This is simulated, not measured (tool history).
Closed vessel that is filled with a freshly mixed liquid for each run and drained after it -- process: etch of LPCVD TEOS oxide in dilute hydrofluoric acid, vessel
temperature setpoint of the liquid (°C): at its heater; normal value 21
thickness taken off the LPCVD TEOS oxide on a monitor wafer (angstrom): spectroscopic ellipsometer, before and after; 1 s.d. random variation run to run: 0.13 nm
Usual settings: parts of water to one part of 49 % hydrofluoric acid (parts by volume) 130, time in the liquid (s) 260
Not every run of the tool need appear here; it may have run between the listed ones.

run,day,temperature setpoint of the liquid (°C),parts of water to one part of 49 % hydrofluoric acid (parts by volume),time in the liquid (s),wafers since the last listed run,hours since the thermometer was replaced,hours since the hydrofluoric acid flow meter was replaced,hours since the gauge calibration,"read-back film thickness of the LPCVD TEOS oxide reference wafer, read on the same gauge (nm)",thickness taken off the LPCVD TEOS oxide on a monitor wafer (angstrom)
1,0,21,130,380,0,225.4,2097.2,74.1,110.7,434.1
2,1.221,21,130,260,1604,254.7,2126.5,103.4,110.89,296.6
3,2.371,21,130,260,1511,282.3,2154.1,131,111.07,296.6
4,3.508,21,130,140,1494,309.6,2181.4,158.3,111.21,160.7
5,4.15,21,175,260,843,325,2196.8,173.7,111.24,210.3
6,7.067,21,175,260,3832,395,2266.8,243.7,111.49,211.2
7,7.788,21,130,260,947,412.3,2284.1,261,111.48,298.4
8,8.508,21,130,260,947,429.6,2301.4,278.3,111.52,299.4
9,9.567,21,130,260,1390,455,2326.8,303.7,111.55,297.4
# day 10.721: gauge calibrated
10,11.046,21,145,260,1943,490.5,2362.3,7.8,110.14,260.2
11,12.367,21,130,260,1735,522.2,2394,39.5,110.5,297.1
12,13.188,21,130,260,1078,541.9,2413.7,59.2,110.68,296.7
13,13.704,21,80,185,678,554.3,2426.1,71.6,110.8,359.9
# day 14.246: hydrofluoric acid flow meter replaced
14,14.838,22.5,180,260,1434,581.5,14.2,98.8,110.96,215.8
15,15.896,17.5,195,405,1390,606.9,39.6,124.2,111.14,249.9
16,16.604,23.5,170,105,930,623.9,56.6,141.2,111.22,96.8
# day 17.533: thermometer replaced
17,17.904,21,130,360,1653,8.9,87.8,172.4,111.36,410.6
18,20.154,21,130,260,2956,62.9,141.8,226.4,111.53,299.9
19,20.838,21,130,260,897,79.3,158.2,242.8,111.56,297.8
20,21.408,19.5,130,260,750,93,171.9,256.5,111.57,280.3
21,21.983,25,130,260,755,106.8,185.7,270.3,111.61,347.3
22,22.875,19.5,105,395,1171,128.2,207.1,291.7,111.66,543.5
23,23.554,21,130,260,892,144.5,223.4,308,111.64,299.1

Forecast each of these 5 alternatives for the next run:
A,23.583,21,130,260,38,145.2,224.1,308.7,?,?
B,23.583,17,110,300,38,145.2,224.1,308.7,?,?
C,23.583,21,190,375,38,145.2,224.1,308.7,?,?
D,23.583,24,130,260,38,145.2,224.1,308.7,?,?
E,23.583,21,130,355,38,145.2,224.1,308.7,?,?

run,"read-back film thickness of the LPCVD TEOS oxide reference wafer, read on the same gauge (nm)",thickness taken off the LPCVD TEOS oxide on a monitor wafer (angstrom)
A,111.64,298.7
B,111.64,353.2
C,111.64,276.7
D,111.64,336.1
E,111.64,407.9
Without the tool's unlogged condition, the same runs would have read:
run,thickness taken off the LPCVD TEOS oxide on a monitor wafer (angstrom)
A,294.3
B,348
C,272.6
D,331.1
E,401.8
